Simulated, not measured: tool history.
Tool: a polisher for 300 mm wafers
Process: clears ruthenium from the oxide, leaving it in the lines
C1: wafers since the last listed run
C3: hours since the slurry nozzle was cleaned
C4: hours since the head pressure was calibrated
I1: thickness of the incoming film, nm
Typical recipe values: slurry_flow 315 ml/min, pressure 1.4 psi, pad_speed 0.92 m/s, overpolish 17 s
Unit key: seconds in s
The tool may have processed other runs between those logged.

Run 1, hour 0: usual settings but pressure 1.2 psi, overpolish 21 s; C1 0; wafers polished on this pad 3830; C3 231.6; C4 55.3; I1 60.1. Result: seconds 88 s.
Run 2, hour 76.5: usual settings but pressure 1.2 psi, overpolish 21 s; C1 684; wafers polished on this pad 4515; C3 308.1; C4 131.8; I1 60. Result: seconds 87.3 s.
Run 3, hour 145.9: usual settings but overpolish 23 s; C1 621; wafers polished on this pad 5136; C3 377.5; C4 201.2; I1 60.3. Result: seconds 73.3 s.
Run 4, hour 186.2: usual settings but overpolish 23 s; C1 360; wafers polished on this pad 5497; C3 417.8; C4 241.5; I1 59.3. Result: seconds 74.7 s.
At hour 339.3: worn pad replaced by a new one.
Run 5, hour 391.8: usual settings but overpolish 23 s; C1 1804; wafers polished on this pad 470; C3 623.4; C4 447.1; I1 59.9. Result: seconds 75.6 s.
At hour 464.1: slurry nozzle cleaned.
Run 6, hour 495.1: usual settings; C1 915; wafers polished on this pad 1386; C3 31; C4 550.4; I1 58.8. Result: seconds 69.6 s.
Run 7, hour 598.9: usual settings; C1 929; wafers polished on this pad 2315; C3 134.8; C4 654.2; I1 60.2. Result: seconds 70.3 s.
At hour 673.3: head pressure recalibrated.
Run 8, hour 697.3: usual settings; C1 863; wafers polished on this pad 3178; C3 233.2; C4 24; I1 61.3. Result: seconds 76.7 s.
Run 9, hour 740.6: usual settings; C1 387; wafers polished on this pad 3566; C3 276.5; C4 67.3; I1 60.3. Result: seconds 74.2 s.
Run 10, hour 811.8: usual settings; C1 637; wafers polished on this pad 4203; C3 347.7; C4 138.5; I1 60.8. Result: seconds 75 s.
Run 11, hour 884.6: usual settings; C1 651; wafers polished on this pad 4855; C3 420.5; C4 211.3; I1 59.9. Result: seconds 72 s.
Run 12, hour 959.8: usual settings; C1 673; wafers polished on this pad 5528; C3 495.7; C4 286.5; I1 61.1. Result: seconds 74.4 s.
Run 13, hour 1075.6: usual settings; C1 1036; wafers polished on this pad 6565; C3 611.5; C4 402.3; I1 60. Result: seconds 72.3 s.
Run 14, hour 1123.3: usual settings; C1 427; wafers polished on this pad 6992; C3 659.2; C4 450; I1 60.7. Result: seconds 73.2 s.
At hour 1206.4: slurry nozzle cleaned.
At hour 1215: worn pad replaced by a new one.
Run 15, hour 1217.7: usual settings but slurry_flow 375 ml/min, pad_speed 1.2 m/s; C1 800; wafers polished on this pad 24; C3 11.3; C4 544.4; I1 59.2. Result: seconds 50.9 s.
Run 16, hour 1276.5: usual settings; C1 526; wafers polished on this pad 550; C3 70.1; C4 603.2; I1 59.6. Result: seconds 66.3 s.
Run 17, hour 1345.3: usual settings but pressure 1.7 psi; C1 615; wafers polished on this pad 1166; C3 138.9; C4 672; I1 59.6. Result: seconds 55 s.
At hour 1395: head pressure recalibrated.
Run 18, hour 1405.6: usual settings but overpolish 8 s; C1 521; wafers polished on this pad 1688; C3 199.2; C4 10.6; I1 60. Result: seconds 75.3 s.
Run 19, hour 1447.6: usual settings; C1 376; wafers polished on this pad 2064; C3 241.2; C4 52.6; I1 59.1. Result: seconds 72.3 s.
Run 20, hour 1548.2: usual settings; C1 900; wafers polished on this pad 2965; C3 341.8; C4 153.2; I1 60.3. Result: seconds 72.1 s.
Run 21, hour 1636: usual settings but pressure 1.2 psi; C1 786; wafers polished on this pad 3751; C3 429.6; C4 241; I1 60.7. Result: seconds 86 s.
Run 22, hour 1906.1: usual settings but slurry_flow 395 ml/min, pressure 1 psi, pad_speed 0.76 m/s, overpolish 13 s; C1 2418; wafers polished on this pad 6169; C3 699.7; C4 511.1; I1 60.3. Result: seconds 120.1 s.
At hour 1920.9: slurry nozzle cleaned.
Run 23, hour 1981.6: usual settings; C1 666; wafers polished on this pad 6836; C3 60.7; C4 586.6; I1 61. Result: seconds 70.3 s.
At hour 2019.7: worn pad replaced by a new one.
At hour 2077.8: head pressure recalibrated.
Run 24, hour 2081.5: usual settings but overpolish 15 s; C1 840; wafers polished on this pad 535; C3 160.6; C4 3.7; I1 60.4. Result: seconds 73.6 s.
Run 25, hour 2131.3: usual settings but pressure 1.1 psi, pad_speed 0.68 m/s, overpolish 20 s; C1 445; wafers polished on this pad 981; C3 210.4; C4 53.5; I1 59.8. Result: seconds 124.1 s.
Run 26, hour 2191.3: usual settings but pad_speed 1.04 m/s, overpolish 13 s; C1 537; wafers polished on this pad 1518; C3 270.4; C4 113.5; I1 60.9. Result: seconds 65.1 s.
Run 27, hour 2252.1: usual settings but pad_speed 1.06 m/s; C1 544; wafers polished on this pad 2062; C3 331.2; C4 174.3; I1 59.5. Result: seconds 62.6 s.
Run 28, hour 2356.8: usual settings but slurry_flow 275 ml/min, pressure 1 psi, pad_speed 0.68 m/s; C1 937; wafers polished on this pad 3000; C3 435.9; C4 279; I1 59.3. Result: seconds 136.4 s.
Run 29, hour 2443.8: usual settings; C1 778; wafers polished on this pad 3779; C3 522.9; C4 366; I1 60.6. Result: seconds 73 s.
Run 30, hour 2533: usual settings but slurry_flow 425 ml/min, pressure 1.2 psi, pad_speed 0.82 m/s, overpolish 24 s; C1 798; wafers polished on this pad 4577; C3 612.1; C4 455.2; I1 60.4. Result: seconds 90 s.
Run 31, hour 2596: usual settings but slurry_flow 255 ml/min; C1 564; wafers polished on this pad 5141; C3 675.1; C4 518.2; I1 58.8. Result: seconds 72.6 s.
At hour 2621.2: slurry nozzle cleaned.
Run 32, hour 2663.1: usual settings but slurry_flow 410 ml/min, pad_speed 0.62 m/s, overpolish 20 s; C1 591; wafers polished on this pad 5733; C3 41.9; C4 585.3; I1 61.2. Result: seconds 100.1 s.
At hour 2746.5: worn pad replaced by a new one.
Run 33, hour 2766.8: usual settings but pad_speed 1.1 m/s, overpolish 22 s; C1 892; wafers polished on this pad 182; C3 145.6; C4 689; I1 60.6. Result: seconds 56.4 s.
Run 34, hour 2822: usual settings but slurry_flow 245 ml/min, pressure 1 psi, pad_speed 1.1 m/s, overpolish 20 s; C1 494; wafers polished on this pad 676; C3 200.8; C4 744.2; I1 60.3. Result: seconds 80.6 s.
Run 35, hour 2885: usual settings but slurry_flow 380 ml/min; C1 564; wafers polished on this pad 1240; C3 263.8; C4 807.2; I1 60.6. Result: seconds 66.2 s.
At hour 2913.6: head pressure recalibrated.
Run 36, hour 2968.3: usual settings; C1 727; wafers polished on this pad 1968; C3 347.1; C4 54.7; I1 59. Result: seconds 73 s.

4 options for the next run, each taken on its own from the tool as it stands now. Forecast them:
Run A, hour 2968.8: usual settings; C1 4; wafers polished on this pad 1972; C3 347.6; C4 55.2; I1 59.1. Result: seconds ?.
Run B, hour 2968.8: usual settings but pad_speed 1.14 m/s; C1 4; wafers polished on this pad 1972; C3 347.6; C4 55.2; I1 59.1. Result: seconds ?.
Run C, hour 2968.8: usual settings but pressure 1 psi; C1 4; wafers polished on this pad 1972; C3 347.6; C4 55.2; I1 59.1. Result: seconds ?.
Run D, hour 2968.8: usual settings but slurry_flow 370 ml/min, pressure 1.9 psi; C1 4; wafers polished on this pad 1972; C3 347.6; C4 55.2; I1 59.1. Result: seconds ?.

run  seconds
  A     73.2
  B     59.1
  C    102.4
  D     53.2
With the hidden condition removed and each run's random variation left untouched, the same runs would have given:
run  seconds
  A     73.1
  B       59
  C    102.3
  D     53.2
